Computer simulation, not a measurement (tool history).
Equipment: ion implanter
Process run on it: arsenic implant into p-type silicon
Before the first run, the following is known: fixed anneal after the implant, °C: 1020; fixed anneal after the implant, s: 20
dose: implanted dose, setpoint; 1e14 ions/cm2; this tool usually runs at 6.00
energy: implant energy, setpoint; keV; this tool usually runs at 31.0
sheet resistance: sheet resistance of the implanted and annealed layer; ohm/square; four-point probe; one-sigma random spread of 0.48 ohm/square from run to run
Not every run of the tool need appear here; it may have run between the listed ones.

run	hour	dose	energy	read-back reference wafer on the same gauge, sheet resistance	sheet resistance
1	0.0	6.88	31.0	190.08	156.80
2	9.6	6.88	31.0	189.89	156.19
3	19.9	7.24	31.0	189.97	150.39
4	26.4	7.24	31.0	189.79	149.98
5	37.1	7.24	31.0	189.99	151.27
6	49.4	6.58	31.0	190.16	160.43
7	66.0	6.00	31.0	190.36	172.28
8	75.0	6.00	31.0	190.17	172.27
9	86.5	6.00	31.0	190.04	173.41
10	97.8	6.00	31.0	190.09	173.26
11	107.6	6.00	31.0	190.22	172.75
12	121.3	6.00	31.0	190.20	173.11
13	131.3	5.37	23.5	189.89	194.55
14	141.3	6.00	31.0	190.00	172.52
15	158.8	6.72	27.5	189.98	161.66
16	166.0	4.44	34.0	189.70	214.25
17	172.5	6.00	31.0	190.09	173.00
18	187.6	4.84	31.0	190.36	203.07
# hour 204.7: Faraday cup replaced and dose calibrated
# hour 204.7: extraction supply calibrated
19	205.2	6.00	31.0	190.08	173.02
20	210.0	5.36	40.0	189.99	181.23
21	217.9	7.64	31.0	190.19	144.37
# hour 225.4: gauge calibrated
22	225.5	7.55	35.0	190.10	143.07
23	235.8	4.52	27.5	190.32	217.33
24	245.2	4.98	24.5	189.96	206.16
25	268.1	7.35	31.0	189.92	148.10
26	284.2	4.53	23.0	190.20	223.01
27	300.4	7.42	40.0	190.15	141.28
28	312.7	6.00	37.0	190.19	167.72
29	323.2	6.75	36.0	190.07	153.89
30	332.7	6.70	36.0	190.01	154.93
31	343.4	5.48	31.0	190.00	184.61
32	360.5	7.16	25.0	190.36	157.14
33	373.5	4.48	26.5	190.03	220.81
34	380.9	4.68	27.0	189.90	213.32
35	393.7	5.36	40.0	190.16	181.20
36	408.3	4.78	36.5	190.18	200.15
37	417.2	6.00	31.0	190.11	172.66
38	433.0	6.00	31.0	189.92	171.74

3 ways to go on from here, each from the tool as it stands after run 38. What would each give?
A	433.4	6.00	31.0	?	?
B	433.4	5.26	21.5	?	?
C	433.4	5.21	20.5	?	?

run	read-back reference wafer on the same gauge, sheet resistance	sheet resistance
A	190.06	172.48
B	190.06	201.14
C	190.06	203.90
Without the tool's hidden state the same runs would have given:
run	sheet resistance
A	172.48
B	201.14
C	203.90
